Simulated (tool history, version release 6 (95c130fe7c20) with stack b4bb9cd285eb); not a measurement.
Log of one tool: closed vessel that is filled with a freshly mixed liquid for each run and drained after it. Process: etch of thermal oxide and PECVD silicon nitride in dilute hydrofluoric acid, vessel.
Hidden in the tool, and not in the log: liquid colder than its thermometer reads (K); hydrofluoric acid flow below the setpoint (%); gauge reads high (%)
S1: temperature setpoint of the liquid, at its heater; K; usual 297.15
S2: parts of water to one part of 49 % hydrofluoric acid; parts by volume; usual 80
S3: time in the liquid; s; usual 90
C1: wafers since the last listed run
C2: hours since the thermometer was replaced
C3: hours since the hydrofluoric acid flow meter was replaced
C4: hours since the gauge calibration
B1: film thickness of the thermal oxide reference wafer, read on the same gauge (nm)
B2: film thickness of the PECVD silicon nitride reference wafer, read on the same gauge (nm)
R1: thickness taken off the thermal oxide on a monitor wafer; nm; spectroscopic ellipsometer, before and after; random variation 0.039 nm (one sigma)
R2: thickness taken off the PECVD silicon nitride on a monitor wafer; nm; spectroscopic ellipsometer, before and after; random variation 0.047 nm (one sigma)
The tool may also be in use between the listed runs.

| run | day | S1 | S2 | S3 | C1 | C2 | C3 | C4 | B1 | B2 | R1 | R2 |
|---|---|---|---|---|---|---|---|---|---|---|---|---|
| 1 | 0 | 297.15 | 55 | 120 | 0 | 1343.4 | 303.7 | 1335.4 | 29.97 | 50.04 | 10.11 | 12.45 |
| 2 | 3.583 | 297.15 | 55 | 120 | 6899 | 1429.4 | 389.7 | 1421.4 | 30 | 50.01 | 10.18 | 12.27 |
| 3 | 5.379 | 297.15 | 55 | 120 | 3457 | 1472.5 | 432.8 | 1464.5 | 30.03 | 50.01 | 10.07 | 12.37 |
| 4 | 7.717 | 297.15 | 80 | 90 | 4500 | 1528.6 | 488.9 | 1520.6 | 30.02 | 49.97 | 5.08 | 6.32 |
| 5 | 11.2 | 297.15 | 80 | 90 | 6706 | 1612.2 | 572.5 | 1604.2 | 30 | 50 | 5.09 | 6.49 |
| 6 | 14.058 | 298.65 | 105 | 90 | 5503 | 1680.8 | 641.1 | 1672.8 | 29.99 | 50 | 3.93 | 5.4 |
| 7 | 15.788 | 298.65 | 105 | 90 | 3329 | 1722.3 | 682.6 | 1714.3 | 30.02 | 50.02 | 4 | 5.43 |
| 8 | 17.767 | 297.15 | 70 | 130 | 3810 | 1769.8 | 730.1 | 1761.8 | 29.98 | 49.99 | 8.47 | 10.56 |
|  | 26.446 | thermometer replaced |
| 9 | 30.567 | 297.15 | 70 | 130 | 24563 | 98.9 | 1037.3 | 2069 | 29.99 | 50.01 | 8.41 | 10.49 |
|  | 31.812 | gauge calibrated |
| 10 | 33.45 | 297.15 | 70 | 130 | 5551 | 168.1 | 1106.5 | 39.3 | 30.03 | 50.01 | 8.45 | 10.56 |
| 11 | 35.192 | 297.15 | 80 | 80 | 3353 | 209.9 | 1148.3 | 81.1 | 30.01 | 49.98 | 4.51 | 5.71 |
| 12 | 39.021 | 298.15 | 80 | 90 | 7372 | 301.8 | 1240.2 | 173 | 30 | 49.98 | 5.23 | 6.87 |
| 13 | 43.975 | 297.15 | 80 | 40 | 9538 | 420.7 | 1359.1 | 291.9 | 29.99 | 50 | 2.27 | 2.85 |
| 14 | 45.983 | 299.65 | 95 | 90 | 3866 | 468.9 | 1407.3 | 340.1 | 30.01 | 49.98 | 4.61 | 6.32 |
| 15 | 49.792 | 301.15 | 105 | 140 | 7332 | 560.3 | 1498.7 | 431.5 | 30.01 | 49.98 | 6.74 | 9.82 |
| 16 | 54 | 301.65 | 80 | 70 | 8102 | 661.3 | 1599.7 | 532.5 | 30.02 | 50.01 | 4.69 | 6.59 |
| 17 | 55.771 | 298.65 | 105 | 90 | 3409 | 703.8 | 1642.2 | 575 | 30.04 | 49.97 | 3.96 | 5.4 |
|  | 58.296 | hydrofluoric acid flow meter replaced |
| 18 | 59.571 | 301.15 | 105 | 140 | 7235 | 795 | 30.6 | 666.2 | 29.99 | 50.01 | 6.67 | 9.93 |
| 19 | 62.596 | 297.15 | 80 | 90 | 5824 | 867.6 | 103.2 | 738.8 | 30.01 | 49.98 | 5.04 | 6.43 |
| 20 | 66.279 | 299.65 | 105 | 130 | 7091 | 956 | 191.6 | 827.2 | 29.97 | 50 | 6.03 | 8.25 |
| 21 | 69.621 | 297.15 | 100 | 90 | 6433 | 1036.2 | 271.8 | 907.4 | 30.02 | 49.97 | 3.98 | 5.2 |
| 22 | 72.233 | 300.65 | 105 | 40 | 5029 | 1098.9 | 334.5 | 970.1 | 30.01 | 50 | 1.9 | 2.72 |
| 23 | 74.8 | 295.15 | 50 | 90 | 4941 | 1160.5 | 396.1 | 1031.7 | 30 | 49.98 | 7.7 | 8.84 |
| 24 | 78.883 | 297.15 | 80 | 90 | 7861 | 1258.5 | 494.1 | 1129.7 | 29.99 | 50.02 | 5.05 | 6.44 |
| 25 | 82.042 | 297.15 | 95 | 130 | 6080 | 1334.3 | 569.9 | 1205.5 | 29.99 | 50.03 | 6.04 | 7.84 |

5 ways to go on from here, each from the tool as it stands after run 25. What would each give?
| A | 82.071 | 297.15 | 80 | 90 | 56 | 1335 | 570.6 | 1206.2 | ? | ? | ? | ? |
| B | 82.071 | 297.15 | 50 | 90 | 56 | 1335 | 570.6 | 1206.2 | ? | ? | ? | ? |
| C | 82.071 | 293.65 | 80 | 90 | 56 | 1335 | 570.6 | 1206.2 | ? | ? | ? | ? |
| D | 82.071 | 292.15 | 110 | 140 | 56 | 1335 | 570.6 | 1206.2 | ? | ? | ? | ? |
| E | 82.071 | 301.15 | 95 | 60 | 56 | 1335 | 570.6 | 1206.2 | ? | ? | ? | ? |

| run | B1 | B2 | R1 | R2 |
|---|---|---|---|---|
| A | 30.02 | 50.01 | 5.14 | 6.44 |
| B | 30.02 | 50.01 | 8.55 | 10.21 |
| C | 30.02 | 50.01 | 4.45 | 5.08 |
| D | 30.02 | 50.01 | 4.58 | 5.23 |
| E | 30.02 | 50.01 | 3.31 | 4.7 |
Without the tool's hidden state the same runs would have given:
| run | R1 | R2 |
|---|---|---|
| A | 5.14 | 6.44 |
| B | 8.55 | 10.21 |
| C | 4.45 | 5.08 |
| D | 4.58 | 5.23 |
| E | 3.31 | 4.7 |

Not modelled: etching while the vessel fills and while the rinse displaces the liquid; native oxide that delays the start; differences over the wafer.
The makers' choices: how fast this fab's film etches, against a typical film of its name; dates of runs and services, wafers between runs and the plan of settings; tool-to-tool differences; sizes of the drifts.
